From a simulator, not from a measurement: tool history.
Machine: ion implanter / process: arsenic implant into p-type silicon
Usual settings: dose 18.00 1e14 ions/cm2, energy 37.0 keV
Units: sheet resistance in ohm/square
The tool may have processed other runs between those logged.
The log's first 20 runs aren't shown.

run     day   dose  energy  read-back reference wafer on the same gauge, sheet resistance  sheet resistance
     10.592  -- gauge calibrated
 21  10.925  12.66    33.0                                                          89.69            100.14
 22  11.617  15.94    30.0                                                          89.71             92.26
 23  12.108  18.00    37.0                                                          89.65             82.06
 24  12.662  18.00    37.0                                                          89.64             82.60
 25  13.367  19.91    25.5                                                          89.71             89.76
 26  13.812  18.00    26.5                                                          89.73             91.64
 27  14.129  18.00    37.0                                                          89.68             82.37
 28  14.450  18.00    37.0                                                          89.75             82.50
 29  15.154  18.00    37.0                                                          89.71             82.57
 30  15.808  13.21    45.5                                                          89.78             91.26
 31  16.362  18.00    37.0                                                          89.73             82.64
 32  16.746  22.04    47.5                                                          89.69             69.73
 33  17.392  13.32    37.0                                                          89.71             95.46
 34  17.900  16.17    37.0                                                          89.70             86.49
 35  18.546  20.14    42.0                                                          89.72             75.68
 36  18.808  14.70    41.5                                                          89.69             87.92
 37  19.538  18.00    47.0                                                          89.71             76.58
 38  20.233  18.00    37.0                                                          89.71             82.75

3 options for the next run, each taken on its own from the tool as it stands now. Forecast them:
  A  20.250  18.00    37.0                                                              ?                 ?
  B  20.250  16.52    27.5                                                              ?                 ?
  C  20.250  21.87    31.0                                                              ?                 ?

run  read-back reference wafer on the same gauge, sheet resistance  sheet resistance
  A                                                          89.71             82.65
  B                                                          89.71             93.38
  C                                                          89.71             81.98
Had the tool no hidden state, the same runs would have come out as:
run  sheet resistance
  A             81.58
  B             92.28
  C             81.24
